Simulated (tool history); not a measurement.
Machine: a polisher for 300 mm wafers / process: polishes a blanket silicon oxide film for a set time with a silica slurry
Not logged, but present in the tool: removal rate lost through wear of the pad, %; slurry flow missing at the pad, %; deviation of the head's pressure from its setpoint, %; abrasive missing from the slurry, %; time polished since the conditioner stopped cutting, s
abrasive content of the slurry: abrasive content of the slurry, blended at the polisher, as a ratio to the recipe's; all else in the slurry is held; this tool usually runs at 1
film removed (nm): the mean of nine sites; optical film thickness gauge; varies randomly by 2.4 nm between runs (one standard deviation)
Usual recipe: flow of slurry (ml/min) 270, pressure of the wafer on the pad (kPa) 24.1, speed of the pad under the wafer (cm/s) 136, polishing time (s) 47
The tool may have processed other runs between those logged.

| run | day | flow of slurry (ml/min) | pressure of the wafer on the pad (kPa) | speed of the pad under the wafer (cm/s) | abrasive content of the slurry | polishing time (s) | wafers since the last listed run | wafers polished on this pad | hours since the slurry nozzle was cleaned | hours since the head pressure was calibrated | hours since the slurry blender was calibrated | hours since the conditioning disc was replaced | incoming thickness of the incoming film, nm | film removed (nm) |
|---|---|---|---|---|---|---|---|---|---|---|---|---|---|---|
| 1 | 0 | 270 | 24.1 | 136 | 1 | 47 | 0 | 537 | 0.8 | 685.5 | 405.9 | 88.1 | 1227.3 | 162.1 |
|  | 0.883 | slurry blender recalibrated |
| 2 | 1.821 | 270 | 24.1 | 136 | 1 | 47 | 601 | 1139 | 44.5 | 729.2 | 22.5 | 131.8 | 1201 | 163.8 |
| 3 | 4.083 | 270 | 24.1 | 136 | 1 | 47 | 783 | 1923 | 98.8 | 783.5 | 76.8 | 186.1 | 1228 | 161.5 |
|  | 6.083 | conditioning disc replaced and pad reconditioned |
| 4 | 6.742 | 270 | 24.1 | 136 | 1 | 47 | 891 | 2814 | 162.6 | 847.3 | 140.6 | 15.8 | 1206.9 | 163.6 |
|  | 7.962 | worn pad replaced by a new one |
| 5 | 9.679 | 270 | 24.1 | 136 | 1 | 47 | 959 | 594 | 233.1 | 917.8 | 211.1 | 86.3 | 1239.4 | 159.5 |
|  | 12.279 | slurry nozzle cleaned |
| 6 | 12.3 | 270 | 24.1 | 136 | 1 | 47 | 893 | 1487 | 0.5 | 980.7 | 274 | 149.2 | 1236.2 | 164.8 |
|  | 14.058 | conditioning disc replaced and pad reconditioned |
| 7 | 15.192 | 270 | 24.1 | 136 | 1 | 47 | 972 | 2460 | 69.9 | 1050.1 | 343.4 | 27.2 | 1209.3 | 161.7 |
|  | 15.729 | worn pad replaced by a new one |
| 8 | 16.325 | 270 | 30.3 | 136 | 1 | 47 | 334 | 206 | 97.1 | 1077.3 | 370.6 | 54.4 | 1221.4 | 189.6 |
|  | 16.725 | slurry blender recalibrated |
| 9 | 18.854 | 270 | 24.1 | 136 | 1 | 47 | 846 | 1053 | 157.8 | 1138 | 51.1 | 115.1 | 1215.9 | 162.5 |
| 10 | 21.425 | 245 | 24.1 | 136 | 1 | 47 | 890 | 1943 | 219.5 | 1199.7 | 112.8 | 176.8 | 1216.7 | 156.6 |
|  | 22.867 | conditioning disc replaced and pad reconditioned |
|  | 24.508 | worn pad replaced by a new one |
| 11 | 24.529 | 270 | 17.9 | 178 | 1 | 59 | 988 | 6 | 294 | 1274.2 | 187.3 | 39.9 | 1220.2 | 184.1 |
|  | 25.446 | slurry nozzle cleaned |
| 12 | 27.25 | 210 | 24.1 | 178 | 1 | 35 | 927 | 934 | 43.3 | 1339.5 | 252.6 | 105.2 | 1226.7 | 134 |
| 13 | 29.754 | 270 | 24.1 | 136 | 1 | 47 | 867 | 1801 | 103.4 | 1399.6 | 312.7 | 165.3 | 1210 | 157.8 |
|  | 31.054 | slurry blender recalibrated |
|  | 31.292 | conditioning disc replaced and pad reconditioned |
|  | 33.642 | worn pad replaced by a new one |
|  | 33.758 | head pressure recalibrated |
|  | 38.108 | slurry nozzle cleaned |
| 14 | 38.621 | 355 | 24.1 | 136 | 0.85 | 52 | 2911 | 1681 | 12.3 | 116.7 | 181.6 | 175.9 | 1226.1 | 173.3 |
| 15 | 39.796 | 205 | 24.1 | 162 | 0.85 | 47 | 406 | 2088 | 40.5 | 144.9 | 209.8 | 204.1 | 1219.6 | 158.2 |

Predict the results of run 16:
|  | 40.038 | conditioning disc replaced and pad reconditioned |
|  | 41.225 | worn pad replaced by a new one |
| 16 | 42.067 | 270 | 19.3 | 136 | 1 | 47 | 699 | 291 | 95 | 199.4 | 264.3 | 48.7 | 1213 | ? |

film removed (nm): 141.8
On a tool with no hidden condition, and with the same random variation, this run would have come out at film removed (nm) 142.9.
